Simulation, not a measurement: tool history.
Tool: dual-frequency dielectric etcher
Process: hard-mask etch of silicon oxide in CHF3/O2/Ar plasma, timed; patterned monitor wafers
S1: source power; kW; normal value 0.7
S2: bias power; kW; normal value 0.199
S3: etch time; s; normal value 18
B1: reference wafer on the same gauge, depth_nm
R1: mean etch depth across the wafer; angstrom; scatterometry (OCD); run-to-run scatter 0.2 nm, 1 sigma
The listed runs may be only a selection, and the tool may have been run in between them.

{"run": 1, "hour": 0.0, "S1": 0.66, "S2": 0.199, "S3": 18, "B1": 39.31, "R1": 332.3}
{"run": 2, "hour": 82.6, "S1": 0.66, "S2": 0.199, "S3": 18, "B1": 39.28, "R1": 329.6}
{"run": 3, "hour": 121.5, "S1": 0.7, "S2": 0.199, "S3": 20.5, "B1": 39.34, "R1": 380.2}
{"hour": 182.8, "done": "wet clean of the chamber"}
{"run": 4, "hour": 206.0, "S1": 0.7, "S2": 0.199, "S3": 20.5, "B1": 39.44, "R1": 399.9}
{"run": 5, "hour": 304.7, "S1": 0.7, "S2": 0.199, "S3": 18, "B1": 39.41, "R1": 349.7}
{"hour": 364.4, "done": "upper electrode replaced"}
{"run": 6, "hour": 375.0, "S1": 0.7, "S2": 0.199, "S3": 18, "B1": 39.33, "R1": 340.6}
{"run": 7, "hour": 430.0, "S1": 0.7, "S2": 0.199, "S3": 18, "B1": 39.33, "R1": 341.5}
{"hour": 455.4, "done": "gauge calibrated"}
{"hour": 463.0, "done": "bias power generator calibrated"}
{"run": 8, "hour": 531.8, "S1": 0.7, "S2": 0.199, "S3": 18, "B1": 39.3, "R1": 338.5}
{"run": 9, "hour": 600.5, "S1": 0.7, "S2": 0.199, "S3": 18, "B1": 39.16, "R1": 333.9}
{"hour": 628.9, "done": "source power generator calibrated"}
{"run": 10, "hour": 643.3, "S1": 0.52, "S2": 0.184, "S3": 14, "B1": 39.26, "R1": 218.1}
{"hour": 733.4, "done": "wet clean of the chamber"}
{"run": 11, "hour": 733.9, "S1": 0.7, "S2": 0.199, "S3": 18, "B1": 39.34, "R1": 351.7}
{"run": 12, "hour": 830.0, "S1": 0.76, "S2": 0.219, "S3": 19.5, "B1": 39.23, "R1": 412.7}
{"run": 13, "hour": 868.8, "S1": 0.76, "S2": 0.213, "S3": 23, "B1": 39.29, "R1": 477.6}
{"run": 14, "hour": 947.5, "S1": 0.59, "S2": 0.199, "S3": 20, "B1": 39.25, "R1": 353.8}
{"run": 15, "hour": 1043.1, "S1": 0.7, "S2": 0.152, "S3": 16, "B1": 39.23, "R1": 259}
{"hour": 1053.2, "done": "gauge calibrated"}
{"run": 16, "hour": 1098.0, "S1": 0.7, "S2": 0.181, "S3": 20, "B1": 39.32, "R1": 357.3}

Forecast each of these 4 alternatives for the next run:
{"run": "A", "hour": 1098.4, "S1": 0.7, "S2": 0.199, "S3": 16.5, "B1": "?", "R1": "?"}
{"run": "B", "hour": 1098.4, "S1": 0.54, "S2": 0.22, "S3": 18, "B1": "?", "R1": "?"}
{"run": "C", "hour": 1098.4, "S1": 0.7, "S2": 0.199, "S3": 15, "B1": "?", "R1": "?"}
{"run": "D", "hour": 1098.4, "S1": 0.77, "S2": 0.247, "S3": 14, "B1": "?", "R1": "?"}

run=A B1=39.3 R1=310.2
run=B B1=39.3 R1=318.1
run=C B1=39.3 R1=282
run=D B1=39.3 R1=307.3
The same runs, with their run-to-run variation unchanged, on a tool lacking any hidden condition would have given:
run=A R1=322.3
run=B R1=330.5
run=C R1=293
run=D R1=319.3
